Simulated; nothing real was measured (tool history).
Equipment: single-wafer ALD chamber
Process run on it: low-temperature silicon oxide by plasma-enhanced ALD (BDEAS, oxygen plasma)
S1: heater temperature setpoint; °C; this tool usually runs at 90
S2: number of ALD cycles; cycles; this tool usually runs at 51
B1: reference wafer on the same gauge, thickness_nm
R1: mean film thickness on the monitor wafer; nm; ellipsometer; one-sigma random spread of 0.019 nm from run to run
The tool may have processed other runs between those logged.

Run 1, hour 0.0: usual settings; B1 7.210. Result: R1 7.719 nm.
Run 2, hour 32.1: usual settings; B1 7.221. Result: R1 7.746 nm.
Run 3, hour 58.1: usual settings; B1 7.221. Result: R1 7.737 nm.
Run 4, hour 80.9: usual settings; B1 7.219. Result: R1 7.730 nm.
Run 5, hour 103.7: usual settings; B1 7.218. Result: R1 7.730 nm.
Run 6, hour 132.1: usual settings but S2 48 cycles; B1 7.219. Result: R1 7.276 nm.
Run 7, hour 155.3: usual settings but S2 48 cycles; B1 7.216. Result: R1 7.258 nm.
Run 8, hour 168.2: usual settings but S2 48 cycles; B1 7.223. Result: R1 7.308 nm.
Run 9, hour 182.6: usual settings; B1 7.223. Result: R1 7.690 nm.
Run 10, hour 201.1: usual settings; B1 7.217. Result: R1 7.716 nm.
Run 11, hour 220.1: usual settings; B1 7.221. Result: R1 7.726 nm.
At hour 245.0: gauge calibrated.
Run 12, hour 245.6: usual settings; B1 7.221. Result: R1 7.693 nm.
Run 13, hour 260.5: usual settings; B1 7.223. Result: R1 7.724 nm.
Run 14, hour 284.0: usual settings but S2 55 cycles; B1 7.219. Result: R1 8.320 nm.
Run 15, hour 318.5: usual settings but S1 99 °C; B1 7.220. Result: R1 7.495 nm.
Run 16, hour 349.7: usual settings but S1 99 °C; B1 7.224. Result: R1 7.463 nm.
Run 17, hour 375.6: usual settings but S1 80 °C, S2 46 cycles; B1 7.221. Result: R1 7.195 nm.
Run 18, hour 388.8: usual settings; B1 7.220. Result: R1 7.701 nm.
Run 19, hour 423.3: usual settings but S1 100 °C, S2 59 cycles; B1 7.218. Result: R1 8.620 nm.
Run 20, hour 437.0: usual settings but S1 80 °C, S2 47 cycles; B1 7.217. Result: R1 7.285 nm.
Run 21, hour 471.9: usual settings but S1 79 °C; B1 7.220. Result: R1 7.946 nm.
Run 22, hour 506.4: usual settings but S1 101 °C, S2 56 cycles; B1 7.219. Result: R1 8.206 nm.
Run 23, hour 535.9: usual settings but S1 98 °C, S2 43 cycles; B1 7.216. Result: R1 6.298 nm.
Run 24, hour 553.7: usual settings but S1 86 °C, S2 42 cycles; B1 7.217. Result: R1 6.404 nm.
Run 25, hour 571.6: usual settings; B1 7.211. Result: R1 7.631 nm.
Run 26, hour 590.9: usual settings but S1 104 °C; B1 7.222. Result: R1 7.403 nm.
At hour 612.8: thermocouple changed; heater temperature recalibrated.
Run 27, hour 625.0: usual settings but S1 98 °C, S2 59 cycles; B1 7.218. Result: R1 8.772 nm.
Run 28, hour 646.8: usual settings but S1 100 °C, S2 59 cycles; B1 7.220. Result: R1 8.766 nm.
Run 29, hour 667.0: usual settings but S1 103 °C, S2 42 cycles; B1 7.218. Result: R1 6.186 nm.
Run 30, hour 690.8: usual settings but S2 42 cycles; B1 7.225. Result: R1 6.393 nm.
Run 31, hour 709.2: usual settings; B1 7.223. Result: R1 7.771 nm.
Run 32, hour 739.9: usual settings but S1 100 °C, S2 47 cycles; B1 7.220. Result: R1 6.943 nm.
Run 33, hour 762.8: usual settings but S1 95 °C; B1 7.221. Result: R1 7.689 nm.
Run 34, hour 787.6: usual settings but S2 42 cycles; B1 7.214. Result: R1 6.415 nm.

How would selected steps in R1 from run to run divide? Give the signed amount a tool lacking its hidden state would still show from settings, what came in and random variation, and the signed amount left for the hidden state, including any gauge scatter that is not in both of the compared results.
Unlogged tool condition in this case: wafer temperature above the value expected at the setpoint (K); gauge reads high (%).
Run 21 -> 22: S1 79 -> 101, S2 51 -> 56. R1 +0.260 nm: hidden state +0.047, all else +0.213.
Run 22 -> 23: S1 101 -> 98, S2 56 -> 43. R1 -1.908 nm: hidden state -0.017, all else -1.891.
Run 25 -> 26: S1 90 -> 104. R1 -0.228 nm: hidden state +0.060, all else -0.288.
Run 26 -> 27: S1 104 -> 98, S2 51 -> 59, thermocouple changed; heater temperature recalibrated. R1 +1.369 nm: hidden state +0.053, all else +1.316.
Run 28 -> 29: S1 100 -> 103, S2 59 -> 42. R1 -2.580 nm: hidden state +0.006, all else -2.586.
Run 30 -> 31: S2 42 -> 51. R1 +1.378 nm: hidden state -0.002, all else +1.380.

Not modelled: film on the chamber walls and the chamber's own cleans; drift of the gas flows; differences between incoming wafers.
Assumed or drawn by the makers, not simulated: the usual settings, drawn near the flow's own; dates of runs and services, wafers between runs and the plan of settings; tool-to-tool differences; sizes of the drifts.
